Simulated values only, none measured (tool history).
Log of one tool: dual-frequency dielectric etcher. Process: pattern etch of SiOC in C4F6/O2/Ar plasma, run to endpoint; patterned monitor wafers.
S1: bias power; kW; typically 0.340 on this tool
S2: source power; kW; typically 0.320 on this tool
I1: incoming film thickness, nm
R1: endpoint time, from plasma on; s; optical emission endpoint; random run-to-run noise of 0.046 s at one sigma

| run | hour | S1 | S2 | I1 | R1 |
|---|---|---|---|---|---|
| 1 | 0.0 | 0.340 | 0.320 | 26.10 | 10.5 |
| 2 | 53.5 | 0.340 | 0.320 | 25.92 | 10.5 |
| 3 | 66.1 | 0.340 | 0.320 | 26.31 | 10.6 |
| 4 | 78.1 | 0.340 | 0.320 | 26.56 | 10.7 |
| 5 | 90.8 | 0.340 | 0.320 | 26.12 | 10.4 |
| 6 | 108.6 | 0.340 | 0.320 | 26.13 | 10.4 |
| 7 | 115.3 | 0.340 | 0.260 | 26.03 | 11.1 |
| 8 | 121.8 | 0.340 | 0.260 | 26.18 | 11.2 |
| 9 | 160.7 | 0.340 | 0.260 | 26.36 | 11.2 |
| 10 | 161.0 | 0.340 | 0.360 | 26.44 | 10.1 |
| 11 | 165.4 | 0.340 | 0.320 | 26.13 | 10.3 |
| 12 | 180.7 | 0.340 | 0.320 | 26.15 | 10.4 |
| 13 | 198.6 | 0.310 | 0.320 | 26.01 | 10.6 |
| 14 | 211.9 | 0.340 | 0.320 | 26.40 | 10.5 |
| 15 | 222.2 | 0.406 | 0.400 | 26.31 | 9.0 |
| 16 | 235.9 | 0.365 | 0.350 | 26.19 | 9.8 |
| 17 | 267.1 | 0.340 | 0.280 | 25.86 | 11.3 |
| 18 | 267.4 | 0.378 | 0.320 | 26.02 | 10.4 |
| 19 | 275.3 | 0.340 | 0.320 | 26.19 | 10.9 |
| 20 | 291.5 | 0.340 | 0.320 | 26.18 | 10.9 |
| 21 | 299.8 | 0.284 | 0.320 | 26.16 | 11.6 |
| 22 | 325.5 | 0.407 | 0.250 | 26.25 | 11.0 |
| 23 | 339.5 | 0.390 | 0.290 | 26.17 | 10.6 |
| 24 | 352.0 | 0.298 | 0.320 | 26.33 | 11.4 |

Removed from this log: 4 entries logged between the listed runs. Between which two listed runs does each belong, and how does the tool's hidden state at the listed run before it compare with that at the listed run after it?
From run 8 to run 9: upper electrode replaced (hour 160.2)
  etch rate over this chamber's usual, %: 4.05 -> 4.49
  measured minus no-state result, R1: -0.4 -> -0.5 s
From run 13 to run 14: source power generator calibrated (hour 204.2)
  etch rate over this chamber's usual, %: 4.92 -> 5.07
  measured minus no-state result, R1: -0.6 -> -0.5 s
From run 14 to run 15: bias power generator calibrated (hour 221.7)
  etch rate over this chamber's usual, %: 5.07 -> 5.19
  measured minus no-state result, R1: -0.5 -> -0.5 s
From run 16 to run 17: wet clean of the chamber (hour 266.6)
  etch rate over this chamber's usual, %: 5.34 -> -0.291
  measured minus no-state result, R1: -0.5 -> +0.1 s
